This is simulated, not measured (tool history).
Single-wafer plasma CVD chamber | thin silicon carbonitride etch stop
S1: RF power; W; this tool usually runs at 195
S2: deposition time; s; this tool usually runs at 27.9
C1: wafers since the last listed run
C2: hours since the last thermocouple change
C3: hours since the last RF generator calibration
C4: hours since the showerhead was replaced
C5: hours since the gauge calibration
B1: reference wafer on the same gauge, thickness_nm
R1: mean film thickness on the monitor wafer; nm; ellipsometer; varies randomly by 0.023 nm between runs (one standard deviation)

run 1 hour=0.0 | S1=195 S2=31.6 | C1=0 C2=1171.5 C3=39.8 C4=3625.6 C5=347.6 | B1=17.306 | R1=17.654
run 2 hour=52.5 | S1=195 S2=31.6 | C1=1794 C2=1224.0 C3=92.3 C4=3678.1 C5=400.1 | B1=17.303 | R1=17.616
run 3 hour=120.9 | S1=195 S2=26.7 | C1=2338 C2=1292.4 C3=160.7 C4=3746.5 C5=468.5 | B1=17.290 | R1=14.879
-- hour=129.4 thermocouple changed; heater temperature recalibrated
run 4 hour=212.0 | S1=195 S2=26.7 | C1=2840 C2=82.6 C3=251.8 C4=3837.6 C5=559.6 | B1=17.302 | R1=14.875
run 5 hour=270.1 | S1=195 S2=26.7 | C1=1986 C2=140.7 C3=309.9 C4=3895.7 C5=617.7 | B1=17.307 | R1=14.870
run 6 hour=320.8 | S1=195 S2=27.9 | C1=1733 C2=191.4 C3=360.6 C4=3946.4 C5=668.4 | B1=17.303 | R1=15.537
run 7 hour=411.6 | S1=195 S2=27.9 | C1=3103 C2=282.2 C3=451.4 C4=4037.2 C5=759.2 | B1=17.308 | R1=15.565
run 8 hour=450.8 | S1=195 S2=27.9 | C1=1340 C2=321.4 C3=490.6 C4=4076.4 C5=798.4 | B1=17.305 | R1=15.541
run 9 hour=489.8 | S1=195 S2=24.8 | C1=1333 C2=360.4 C3=529.6 C4=4115.4 C5=837.4 | B1=17.303 | R1=13.806
run 10 hour=562.8 | S1=195 S2=24.8 | C1=2495 C2=433.4 C3=602.6 C4=4188.4 C5=910.4 | B1=17.304 | R1=13.823
run 11 hour=639.3 | S1=195 S2=24.8 | C1=2615 C2=509.9 C3=679.1 C4=4264.9 C5=986.9 | B1=17.299 | R1=13.789
-- hour=649.5 showerhead replaced
run 12 hour=882.8 | S1=195 S2=27.9 | C1=8050 C2=753.4 C3=922.6 C4=233.3 C5=1230.4 | B1=17.314 | R1=15.523
run 13 hour=984.5 | S1=195 S2=27.9 | C1=3476 C2=855.1 C3=1024.3 C4=335.0 C5=1332.1 | B1=17.287 | R1=15.426
run 14 hour=1052.4 | S1=195 S2=27.9 | C1=2321 C2=923.0 C3=1092.2 C4=402.9 C5=1400.0 | B1=17.286 | R1=15.469
run 15 hour=1280.8 | S1=195 S2=27.9 | C1=7807 C2=1151.4 C3=1320.6 C4=631.3 C5=1628.4 | B1=17.301 | R1=15.421
-- hour=1314.2 RF generator calibrated
run 16 hour=1354.1 | S1=155 S2=24.7 | C1=2232 C2=1224.7 C3=39.9 C4=704.6 C5=1701.7 | B1=17.309 | R1=12.616
run 17 hour=1410.7 | S1=160 S2=23.8 | C1=1934 C2=1281.3 C3=96.5 C4=761.2 C5=1758.3 | B1=17.297 | R1=12.311
run 18 hour=1469.8 | S1=195 S2=27.9 | C1=2020 C2=1340.4 C3=155.6 C4=820.3 C5=1817.4 | B1=17.296 | R1=15.534
run 19 hour=1527.9 | S1=195 S2=27.9 | C1=1986 C2=1398.5 C3=213.7 C4=878.4 C5=1875.5 | B1=17.311 | R1=15.510
-- hour=1547.7 thermocouple changed; heater temperature recalibrated
run 20 hour=1627.1 | S1=195 S2=27.9 | C1=3117 C2=79.4 C3=312.9 C4=977.6 C5=1974.7 | B1=17.310 | R1=15.520
run 21 hour=1866.3 | S1=225 S2=33.2 | C1=8176 C2=318.6 C3=552.1 C4=1216.8 C5=2213.9 | B1=17.293 | R1=19.411
-- hour=1899.4 gauge calibrated
run 22 hour=1940.8 | S1=225 S2=24.2 | C1=2546 C2=393.1 C3=626.6 C4=1291.3 C5=41.4 | B1=17.305 | R1=14.204
run 23 hour=2062.0 | S1=230 S2=26.4 | C1=4143 C2=514.3 C3=747.8 C4=1412.5 C5=162.6 | B1=17.290 | R1=15.563
run 24 hour=2114.3 | S1=215 S2=30.8 | C1=1787 C2=566.6 C3=800.1 C4=1464.8 C5=214.9 | B1=17.299 | R1=17.673
run 25 hour=2202.3 | S1=175 S2=29.7 | C1=3008 C2=654.6 C3=888.1 C4=1552.8 C5=302.9 | B1=17.301 | R1=15.832
run 26 hour=2290.5 | S1=225 S2=26.1 | C1=3015 C2=742.8 C3=976.3 C4=1641.0 C5=391.1 | B1=17.302 | R1=15.233
run 27 hour=2341.9 | S1=175 S2=29.7 | C1=1757 C2=794.2 C3=1027.7 C4=1692.4 C5=442.5 | B1=17.305 | R1=15.835
run 28 hour=2662.0 | S1=195 S2=27.9 | C1=10942 C2=1114.3 C3=1347.8 C4=2012.5 C5=762.6 | B1=17.308 | R1=15.427
run 29 hour=2719.4 | S1=165 S2=25.9 | C1=1962 C2=1171.7 C3=1405.2 C4=2069.9 C5=820.0 | B1=17.306 | R1=13.441
run 30 hour=2807.8 | S1=195 S2=27.9 | C1=3021 C2=1260.1 C3=1493.6 C4=2158.3 C5=908.4 | B1=17.299 | R1=15.383
run 31 hour=2850.3 | S1=165 S2=33.0 | C1=1452 C2=1302.6 C3=1536.1 C4=2200.8 C5=950.9 | B1=17.291 | R1=17.096
-- hour=2879.6 thermocouple changed; heater temperature recalibrated
-- hour=2896.6 RF generator calibrated
run 32 hour=2917.1 | S1=185 S2=29.6 | C1=1736 C2=37.5 C3=20.5 C4=2267.6 C5=1017.7 | B1=17.300 | R1=16.161
run 33 hour=3023.8 | S1=195 S2=27.9 | C1=3647 C2=144.2 C3=127.2 C4=2374.3 C5=1124.4 | B1=17.288 | R1=15.537
run 34 hour=3108.5 | S1=215 S2=27.9 | C1=2895 C2=228.9 C3=211.9 C4=2459.0 C5=1209.1 | B1=17.300 | R1=16.124

Here are 5 independent what-if runs from the current tool condition. What would each one return?
run A hour=3108.9 | S1=220 S2=27.9 | C1=13 C2=229.3 C3=212.3 C4=2459.4 C5=1209.5 | B1=? | R1=?
run B hour=3108.9 | S1=185 S2=26.2 | C1=13 C2=229.3 C3=212.3 C4=2459.4 C5=1209.5 | B1=? | R1=?
run C hour=3108.9 | S1=210 S2=25.7 | C1=13 C2=229.3 C3=212.3 C4=2459.4 C5=1209.5 | B1=? | R1=?
run D hour=3108.9 | S1=165 S2=30.3 | C1=13 C2=229.3 C3=212.3 C4=2459.4 C5=1209.5 | B1=? | R1=?
run E hour=3108.9 | S1=210 S2=31.4 | C1=13 C2=229.3 C3=212.3 C4=2459.4 C5=1209.5 | B1=? | R1=?

run=A B1=17.300 R1=16.245
run=B B1=17.300 R1=14.332
run=C B1=17.300 R1=14.718
run=D B1=17.300 R1=15.884
run=E B1=17.300 R1=17.983
With the hidden condition removed and each run's random variation left untouched, the same runs would have given:
run=A R1=16.260
run=B R1=14.345
run=C R1=14.732
run=D R1=15.899
run=E R1=18.000

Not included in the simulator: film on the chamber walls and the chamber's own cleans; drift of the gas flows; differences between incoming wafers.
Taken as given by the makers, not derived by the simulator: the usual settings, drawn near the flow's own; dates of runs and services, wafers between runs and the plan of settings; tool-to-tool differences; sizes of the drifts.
